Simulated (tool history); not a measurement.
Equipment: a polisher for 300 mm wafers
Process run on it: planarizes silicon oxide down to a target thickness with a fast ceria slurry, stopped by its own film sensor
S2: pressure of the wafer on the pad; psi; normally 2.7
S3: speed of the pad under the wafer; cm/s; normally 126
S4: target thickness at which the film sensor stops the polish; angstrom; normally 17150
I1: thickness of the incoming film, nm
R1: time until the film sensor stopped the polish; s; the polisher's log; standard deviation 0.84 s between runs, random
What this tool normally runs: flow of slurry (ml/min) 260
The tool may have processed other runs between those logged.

{"run": 1, "hour": 0.0, "flow of slurry (ml/min)": 260, "S2": 3.3, "S3": 126, "S4": 17150, "I1": 2671.4, "R1": 39}
{"run": 2, "hour": 11.2, "flow of slurry (ml/min)": 260, "S2": 3.3, "S3": 126, "S4": 17150, "I1": 2685.2, "R1": 39}
{"hour": 21.2, "done": "worn pad replaced by a new one"}
{"run": 3, "hour": 38.2, "flow of slurry (ml/min)": 220, "S2": 3.3, "S3": 126, "S4": 17150, "I1": 2699.8, "R1": 42.4}
{"run": 4, "hour": 47.3, "flow of slurry (ml/min)": 220, "S2": 3.3, "S3": 126, "S4": 17150, "I1": 2683.5, "R1": 40.1}
{"run": 5, "hour": 54.1, "flow of slurry (ml/min)": 260, "S2": 2.7, "S3": 126, "S4": 17150, "I1": 2715.7, "R1": 48.4}
{"hour": 69.5, "done": "head pressure recalibrated"}
{"run": 6, "hour": 70.3, "flow of slurry (ml/min)": 260, "S2": 2.7, "S3": 126, "S4": 17150, "I1": 2713.8, "R1": 50.5}
{"run": 7, "hour": 80.7, "flow of slurry (ml/min)": 260, "S2": 2.7, "S3": 126, "S4": 17150, "I1": 2694.6, "R1": 50.1}
{"run": 8, "hour": 90.8, "flow of slurry (ml/min)": 260, "S2": 2.7, "S3": 126, "S4": 16210, "I1": 2684.1, "R1": 51.4}
{"run": 9, "hour": 98.7, "flow of slurry (ml/min)": 260, "S2": 2.7, "S3": 126, "S4": 16210, "I1": 2713.4, "R1": 55.9}
{"run": 10, "hour": 110.5, "flow of slurry (ml/min)": 260, "S2": 2.7, "S3": 126, "S4": 17150, "I1": 2657.9, "R1": 47.5}
{"run": 11, "hour": 117.9, "flow of slurry (ml/min)": 260, "S2": 2.7, "S3": 126, "S4": 17150, "I1": 2711.1, "R1": 49.1}
{"run": 12, "hour": 130.1, "flow of slurry (ml/min)": 175, "S2": 2.7, "S3": 142, "S4": 17150, "I1": 2657.7, "R1": 44.6}
{"hour": 146.7, "done": "worn pad replaced by a new one"}
{"run": 13, "hour": 148.0, "flow of slurry (ml/min)": 260, "S2": 2.7, "S3": 144, "S4": 15670, "I1": 2671, "R1": 49.8}
{"run": 14, "hour": 161.8, "flow of slurry (ml/min)": 260, "S2": 2.1, "S3": 164, "S4": 13950, "I1": 2639.8, "R1": 62.3}
{"run": 15, "hour": 175.9, "flow of slurry (ml/min)": 260, "S2": 2.7, "S3": 126, "S4": 15450, "I1": 2682.2, "R1": 56.7}
{"run": 16, "hour": 193.0, "flow of slurry (ml/min)": 260, "S2": 2.2, "S3": 100, "S4": 17150, "I1": 2697.1, "R1": 77.1}
{"run": 17, "hour": 205.4, "flow of slurry (ml/min)": 345, "S2": 2.7, "S3": 126, "S4": 17150, "I1": 2656.7, "R1": 45.4}
{"run": 18, "hour": 212.7, "flow of slurry (ml/min)": 200, "S2": 3.4, "S3": 98, "S4": 15960, "I1": 2693.5, "R1": 58.8}
{"run": 19, "hour": 219.3, "flow of slurry (ml/min)": 185, "S2": 2.2, "S3": 126, "S4": 14280, "I1": 2725.5, "R1": 88.3}
{"run": 20, "hour": 231.5, "flow of slurry (ml/min)": 295, "S2": 2.7, "S3": 126, "S4": 17150, "I1": 2672, "R1": 45.8}
{"run": 21, "hour": 241.0, "flow of slurry (ml/min)": 345, "S2": 2.7, "S3": 126, "S4": 17150, "I1": 2683.8, "R1": 46.3}
{"run": 22, "hour": 256.1, "flow of slurry (ml/min)": 220, "S2": 2.7, "S3": 158, "S4": 17150, "I1": 2696.5, "R1": 40.8}
{"run": 23, "hour": 263.4, "flow of slurry (ml/min)": 175, "S2": 2.7, "S3": 100, "S4": 20230, "I1": 2697.6, "R1": 46.1}
{"hour": 269.0, "done": "worn pad replaced by a new one"}
{"run": 24, "hour": 269.8, "flow of slurry (ml/min)": 260, "S2": 2.3, "S3": 162, "S4": 18700, "I1": 2730.2, "R1": 40.6}
{"run": 25, "hour": 281.2, "flow of slurry (ml/min)": 235, "S2": 3.1, "S3": 126, "S4": 17150, "I1": 2678.8, "R1": 41.8}
{"run": 26, "hour": 295.4, "flow of slurry (ml/min)": 260, "S2": 2.4, "S3": 126, "S4": 17150, "I1": 2682.2, "R1": 55.5}
{"hour": 301.1, "done": "slurry nozzle cleaned"}
{"run": 27, "hour": 310.4, "flow of slurry (ml/min)": 260, "S2": 2.7, "S3": 144, "S4": 15670, "I1": 2703.1, "R1": 46}
{"run": 28, "hour": 318.6, "flow of slurry (ml/min)": 310, "S2": 2.7, "S3": 126, "S4": 17150, "I1": 2719.6, "R1": 46.3}
{"run": 29, "hour": 363.7, "flow of slurry (ml/min)": 315, "S2": 3.4, "S3": 106, "S4": 14540, "I1": 2699, "R1": 55.3}
{"run": 30, "hour": 370.5, "flow of slurry (ml/min)": 260, "S2": 2.7, "S3": 110, "S4": 17150, "I1": 2714.1, "R1": 54.9}
{"run": 31, "hour": 387.3, "flow of slurry (ml/min)": 260, "S2": 2.7, "S3": 126, "S4": 17150, "I1": 2711.1, "R1": 49.2}
{"hour": 401.2, "done": "worn pad replaced by a new one"}
{"run": 32, "hour": 401.9, "flow of slurry (ml/min)": 260, "S2": 2.7, "S3": 126, "S4": 17150, "I1": 2681.2, "R1": 48.5}
{"run": 33, "hour": 414.8, "flow of slurry (ml/min)": 260, "S2": 2.7, "S3": 86, "S4": 17150, "I1": 2690.1, "R1": 69.9}
{"run": 34, "hour": 424.5, "flow of slurry (ml/min)": 300, "S2": 3, "S3": 166, "S4": 16000, "I1": 2699.9, "R1": 35.2}
{"run": 35, "hour": 439.4, "flow of slurry (ml/min)": 260, "S2": 3.1, "S3": 126, "S4": 19770, "I1": 2666.6, "R1": 29.8}
{"run": 36, "hour": 449.4, "flow of slurry (ml/min)": 260, "S2": 2.7, "S3": 126, "S4": 17150, "I1": 2653.7, "R1": 46.2}

Forecast each of these 5 alternatives for the next run:
{"run": "A", "hour": 449.8, "flow of slurry (ml/min)": 260, "S2": 2.7, "S3": 126, "S4": 15230, "I1": 2665.7, "R1": "?"}
{"run": "B", "hour": 449.8, "flow of slurry (ml/min)": 260, "S2": 2, "S3": 86, "S4": 17150, "I1": 2665.7, "R1": "?"}
{"run": "C", "hour": 449.8, "flow of slurry (ml/min)": 295, "S2": 2.7, "S3": 126, "S4": 14700, "I1": 2665.7, "R1": "?"}
{"run": "D", "hour": 449.8, "flow of slurry (ml/min)": 230, "S2": 2.7, "S3": 126, "S4": 17150, "I1": 2665.7, "R1": "?"}
{"run": "E", "hour": 449.8, "flow of slurry (ml/min)": 260, "S2": 2.1, "S3": 126, "S4": 17150, "I1": 2665.7, "R1": "?"}

run=A R1=57.1
run=B R1=94
run=C R1=58.9
run=D R1=48.3
run=E R1=61.1
Without the tool's unlogged condition, the same runs would have read:
run=A R1=55
run=B R1=90.5
run=C R1=56.9
run=D R1=46.3
run=E R1=58.9
